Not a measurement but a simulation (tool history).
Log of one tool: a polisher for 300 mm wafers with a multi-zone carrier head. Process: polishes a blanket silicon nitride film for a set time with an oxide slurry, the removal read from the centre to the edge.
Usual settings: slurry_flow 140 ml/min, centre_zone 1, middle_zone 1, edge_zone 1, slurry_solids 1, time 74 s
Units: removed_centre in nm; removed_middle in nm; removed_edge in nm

run,hour,slurry_flow,centre_zone,middle_zone,edge_zone,slurry_solids,time,wafers since the last listed run,wafers polished on this pad,hours since the slurry nozzle was cleaned,hours since the centre zone pressure was calibrated,hours since the edge zone pressure was calibrated,hours since the carrier head's membrane was replaced,"incoming thickness of the incoming film, nm",removed_centre,removed_middle,removed_edge
1,0,140,1,1,1,1,74,0,503,541.3,392,782.6,121.2,442.1,63.1,58.4,59.8
2,37.4,140,1,1,1,1,74,331,835,578.7,429.4,820,158.6,450.9,63.2,58.8,60
3,90.9,140,1,1,1,1,74,474,1309,632.2,482.9,873.5,212.1,455.4,63.7,59.2,59.9
# hour 136.7: worn pad replaced by a new one
4,137.2,140,1,1,1.08,1,74,375,4,678.5,529.2,919.8,258.4,441.7,64,59.7,61.8
5,160.5,140,1,1,1.08,1,74,206,210,701.8,552.5,943.1,281.7,445.9,64.4,61.4,61.8
6,198.6,140,1,1,0.92,1,74,337,548,739.9,590.6,981.2,319.8,442.3,63.7,60.6,57.5
7,253.8,140,1,0.93,1,1,74,489,1037,795.1,645.8,1036.4,375,453.4,63.9,56.2,59.9
8,313.7,140,1,1,1,1,74,531,1568,855,705.7,1096.3,434.9,441.2,64.8,58.1,60.3
# hour 339.2: worn pad replaced by a new one
9,373.3,140,1,1,1,1,74,492,301,914.6,765.3,1155.9,494.5,457.8,64.2,61.1,60
# hour 392: centre zone pressure recalibrated
# hour 434.7: edge zone pressure recalibrated
10,440.8,140,1,1,1,1,74,562,864,982.1,48.8,6.1,562,447.6,62,59.2,60.3
# hour 450.6: carrier head's membrane replaced by a new one
# hour 451.9: slurry nozzle cleaned
11,483.5,105,1,1,0.93,1,74,325,1190,31.6,91.5,48.8,32.9,457.5,57.1,55.7,55.6
12,509.4,110,1,1,1,1,74,229,1419,57.5,117.4,74.7,58.8,444.8,59,56.2,57.9
13,536.9,95,1,0.92,1,1,81,243,1663,85,144.9,102.2,86.3,442,60.7,54.6,61.4
# hour 541.6: worn pad replaced by a new one
14,585.7,120,1,1,1,1,74,397,391,133.8,193.7,151,135.1,444.2,61.1,56.2,58.3
15,639.7,140,1,1.11,1,1,88,478,869,187.8,247.7,205,189.1,451.8,76.7,76.5,70.9
16,681.9,140,1,1,1,1,74,374,1244,230,289.9,247.2,231.3,457.9,64.4,61.9,60.1
# hour 738.9: worn pad replaced by a new one
17,743.5,140,1,1,1,1,74,510,40,291.6,351.5,308.8,292.9,448.7,63.9,60.9,59.3
18,807.7,175,1,1,1,1.15,74,569,609,355.8,415.7,373,357.1,444.7,76.3,70,67.8
19,852.3,140,1,1,1,1,74,395,1004,400.4,460.3,417.6,401.7,442.1,65,60.3,59.8
20,911.9,140,1,1,1,1,66,528,1533,460,519.9,477.2,461.3,443,58.7,52.6,53.6
# hour 931.3: worn pad replaced by a new one
21,967.1,140,1,1,1,1.1,74,453,317,515.2,575.1,532.4,516.5,450.8,70.2,63.5,64.5

Some steps in removed_centre between neighbouring runs. How much of each would the tool show without its hidden state too (settings, what came in, random variation), and how much is left for the hidden state, with any gauge scatter that isn't in both results?
The hidden state here: removal rate lost through wear of the pad, %; slurry flow missing at the pad, %; deviation of the centre zone's pressure from its setpoint, %; deviation of the edge zone's pressure from its setpoint, %.
Run 9 -> 10: centre zone pressure recalibrated, edge zone pressure recalibrated. removed_centre -2.2 nm: hidden state -2.9, all else +0.7.
Run 14 -> 15: slurry_flow 120 -> 140, middle_zone 1 -> 1.11, time 74 -> 88. removed_centre +15.6 nm: hidden state +1.4, all else +14.2.
Run 17 -> 18: slurry_flow 140 -> 175, slurry_solids 1 -> 1.15. removed_centre +12.4 nm: hidden state +1.2, all else +11.2.
